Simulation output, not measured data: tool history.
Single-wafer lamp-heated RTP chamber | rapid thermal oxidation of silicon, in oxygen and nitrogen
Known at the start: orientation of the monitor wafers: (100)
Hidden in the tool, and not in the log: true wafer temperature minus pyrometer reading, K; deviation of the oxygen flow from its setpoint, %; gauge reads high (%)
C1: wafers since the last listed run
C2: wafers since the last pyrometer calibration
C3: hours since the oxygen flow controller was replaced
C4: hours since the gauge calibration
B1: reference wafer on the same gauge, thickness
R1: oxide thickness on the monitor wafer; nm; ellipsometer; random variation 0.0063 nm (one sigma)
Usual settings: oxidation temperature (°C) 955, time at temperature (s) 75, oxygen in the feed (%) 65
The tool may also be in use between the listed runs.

{"run": 1, "hour": 0.0, "oxidation temperature (°C)": 955, "time at temperature (s)": 75, "oxygen in the feed (%)": 65, "C1": 0, "C2": 1291, "C3": 4768.0, "C4": 281.9, "B1": 3.67, "R1": 4.254}
{"run": 2, "hour": 37.9, "oxidation temperature (°C)": 955, "time at temperature (s)": 75, "oxygen in the feed (%)": 65, "C1": 452, "C2": 1744, "C3": 4805.9, "C4": 319.8, "B1": 3.669, "R1": 4.255}
{"run": 3, "hour": 88.5, "oxidation temperature (°C)": 955, "time at temperature (s)": 75, "oxygen in the feed (%)": 65, "C1": 604, "C2": 2349, "C3": 4856.5, "C4": 370.4, "B1": 3.666, "R1": 4.27}
{"run": 4, "hour": 156.5, "oxidation temperature (°C)": 955, "time at temperature (s)": 75, "oxygen in the feed (%)": 65, "C1": 812, "C2": 3161, "C3": 4924.5, "C4": 438.4, "B1": 3.67, "R1": 4.276}
{"run": 5, "hour": 191.0, "oxidation temperature (°C)": 955, "time at temperature (s)": 75, "oxygen in the feed (%)": 65, "C1": 412, "C2": 3573, "C3": 4959.0, "C4": 472.9, "B1": 3.67, "R1": 4.271}
{"run": 6, "hour": 247.6, "oxidation temperature (°C)": 955, "time at temperature (s)": 75, "oxygen in the feed (%)": 65, "C1": 676, "C2": 4249, "C3": 5015.6, "C4": 529.5, "B1": 3.673, "R1": 4.267}
{"hour": 265.1, "done": "gauge calibrated"}
{"run": 7, "hour": 301.0, "oxidation temperature (°C)": 955, "time at temperature (s)": 75, "oxygen in the feed (%)": 65, "C1": 637, "C2": 4887, "C3": 5069.0, "C4": 35.9, "B1": 3.673, "R1": 4.285}
{"hour": 328.6, "done": "oxygen flow controller replaced"}
{"run": 8, "hour": 350.1, "oxidation temperature (°C)": 967, "time at temperature (s)": 75, "oxygen in the feed (%)": 45, "C1": 490, "C2": 5378, "C3": 21.5, "C4": 85.0, "B1": 3.672, "R1": 4.164}
{"run": 9, "hour": 396.8, "oxidation temperature (°C)": 955, "time at temperature (s)": 94, "oxygen in the feed (%)": 55, "C1": 557, "C2": 5936, "C3": 68.2, "C4": 131.7, "B1": 3.668, "R1": 4.482}

The next listed run, before its measurement:
{"hour": 453.8, "done": "pyrometer window cleaned and pyrometer calibrated"}
{"run": 10, "hour": 454.3, "oxidation temperature (°C)": 955, "time at temperature (s)": 103, "oxygen in the feed (%)": 55, "C1": 591, "C2": 6, "C3": 125.7, "C4": 189.2, "B1": "?", "R1": "?"}

B1: 3.668
R1: 4.573 nm
Without the tool's hidden state the same run would have given R1 4.573 nm.
